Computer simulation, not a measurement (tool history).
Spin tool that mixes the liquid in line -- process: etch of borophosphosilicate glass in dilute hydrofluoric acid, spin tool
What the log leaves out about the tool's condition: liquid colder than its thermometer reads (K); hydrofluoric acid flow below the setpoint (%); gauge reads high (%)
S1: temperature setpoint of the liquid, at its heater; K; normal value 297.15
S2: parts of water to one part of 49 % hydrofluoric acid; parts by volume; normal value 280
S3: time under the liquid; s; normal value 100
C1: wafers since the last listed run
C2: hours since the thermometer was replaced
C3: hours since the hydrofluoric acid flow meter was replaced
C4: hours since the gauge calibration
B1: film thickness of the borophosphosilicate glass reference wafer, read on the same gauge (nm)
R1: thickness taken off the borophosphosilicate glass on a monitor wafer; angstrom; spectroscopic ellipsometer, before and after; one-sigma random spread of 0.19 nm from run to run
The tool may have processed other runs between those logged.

Run 1, hour 0.0: usual settings but S1 299.65 K; C1 0; C2 1079.1; C3 561.7; C4 45.2; B1 130.04. Result: R1 259.2 angstrom.
Run 2, hour 10.1: usual settings; C1 120; C2 1089.2; C3 571.8; C4 55.3; B1 129.95. Result: R1 238.2 angstrom.
Run 3, hour 23.9: usual settings; C1 164; C2 1103.0; C3 585.6; C4 69.1; B1 129.98. Result: R1 234.7 angstrom.
Run 4, hour 37.1: usual settings but S1 295.15 K, S3 75 s; C1 157; C2 1116.2; C3 598.8; C4 82.3; B1 129.99. Result: R1 162.3 angstrom.
Run 5, hour 54.7: usual settings; C1 209; C2 1133.8; C3 616.4; C4 99.9; B1 130.02. Result: R1 234.5 angstrom.
Run 6, hour 67.2: usual settings; C1 148; C2 1146.3; C3 628.9; C4 112.4; B1 129.97. Result: R1 229.4 angstrom.
Run 7, hour 79.4: usual settings; C1 145; C2 1158.5; C3 641.1; C4 124.6; B1 130.00. Result: R1 231.0 angstrom.
Run 8, hour 86.5: usual settings; C1 84; C2 1165.6; C3 648.2; C4 131.7; B1 129.99. Result: R1 231.7 angstrom.
Run 9, hour 95.5: usual settings but S2 230 parts by volume; C1 107; C2 1174.6; C3 657.2; C4 140.7; B1 129.98. Result: R1 297.8 angstrom.
Run 10, hour 105.2: usual settings but S2 230 parts by volume; C1 115; C2 1184.3; C3 666.9; C4 150.4; B1 130.00. Result: R1 295.0 angstrom.
At hour 111.7: hydrofluoric acid flow meter replaced.
Run 11, hour 116.5: usual settings; C1 122; C2 1195.6; C3 4.8; C4 161.7; B1 129.99. Result: R1 258.6 angstrom.
Run 12, hour 131.2: usual settings; C1 175; C2 1210.3; C3 19.5; C4 176.4; B1 129.97. Result: R1 258.6 angstrom.
At hour 142.6: gauge calibrated.
Run 13, hour 145.3: usual settings; C1 168; C2 1224.4; C3 33.6; C4 2.7; B1 130.04. Result: R1 259.6 angstrom.
Run 14, hour 151.8: usual settings but S1 294.65 K, S2 160 parts by volume; C1 77; C2 1230.9; C3 40.1; C4 9.2; B1 130.01. Result: R1 467.3 angstrom.
Run 15, hour 174.4: usual settings but S2 400 parts by volume, S3 75 s; C1 269; C2 1253.5; C3 62.7; C4 31.8; B1 129.96. Result: R1 121.4 angstrom.
At hour 177.0: thermometer replaced.
Run 16, hour 190.5: usual settings but S2 235 parts by volume, S3 70 s; C1 179; C2 13.5; C3 78.8; C4 47.9; B1 129.96. Result: R1 226.9 angstrom.
Run 17, hour 208.1: usual settings but S2 345 parts by volume, S3 155 s; C1 209; C2 31.1; C3 96.4; C4 65.5; B1 130.03. Result: R1 302.2 angstrom.
Run 18, hour 225.9: usual settings but S2 225 parts by volume, S3 135 s; C1 212; C2 48.9; C3 114.2; C4 83.3; B1 130.02. Result: R1 450.3 angstrom.
Run 19, hour 232.4: usual settings but S1 293.65 K, S2 145 parts by volume; C1 77; C2 55.4; C3 120.7; C4 89.8; B1 130.00. Result: R1 491.6 angstrom.
Run 20, hour 245.5: usual settings but S1 294.15 K, S2 340 parts by volume, S3 115 s; C1 156; C2 68.5; C3 133.8; C4 102.9; B1 129.98. Result: R1 203.1 angstrom.
Run 21, hour 258.4: usual settings but S1 293.65 K, S2 165 parts by volume, S3 140 s; C1 153; C2 81.4; C3 146.7; C4 115.8; B1 129.98. Result: R1 597.2 angstrom.
Run 22, hour 267.7: usual settings but S1 302.15 K; C1 110; C2 90.7; C3 156.0; C4 125.1; B1 129.99. Result: R1 300.0 angstrom.
Run 23, hour 281.2: usual settings; C1 160; C2 104.2; C3 169.5; C4 138.6; B1 129.98. Result: R1 251.7 angstrom.
Run 24, hour 291.5: usual settings but S1 292.65 K, S2 400 parts by volume, S3 80 s; C1 122; C2 114.5; C3 179.8; C4 148.9; B1 129.98. Result: R1 109.5 angstrom.
Run 25, hour 297.6: usual settings but S1 294.15 K, S2 325 parts by volume, S3 85 s; C1 72; C2 120.6; C3 185.9; C4 155.0; B1 130.01. Result: R1 157.4 angstrom.
At hour 314.4: gauge calibrated.
Run 26, hour 314.5: usual settings but S1 294.15 K, S2 340 parts by volume, S3 115 s; C1 201; C2 137.5; C3 202.8; C4 0.1; B1 129.97. Result: R1 204.4 angstrom.
Run 27, hour 322.0: usual settings; C1 89; C2 145.0; C3 210.3; C4 7.6; B1 130.00. Result: R1 251.8 angstrom.

The logged runs with the hidden state left out (each run's random variation unchanged):
run     R1
  1  294.2
  2  270.5
  3  267.4
  4  185.2
  5  269.1
  6  264.0
  7  266.7
  8  268.0
  9  343.6
 10  341.0
 11  264.8
 12  265.6
 13  267.5
 14  480.8
 15  126.2
 16  235.8
 17  316.0
 18  471.3
 19  513.5
 20  214.0
 21  627.5
 22  317.7
 23  267.0
 24  116.7
 25  167.7
 26  218.7
 27  269.4

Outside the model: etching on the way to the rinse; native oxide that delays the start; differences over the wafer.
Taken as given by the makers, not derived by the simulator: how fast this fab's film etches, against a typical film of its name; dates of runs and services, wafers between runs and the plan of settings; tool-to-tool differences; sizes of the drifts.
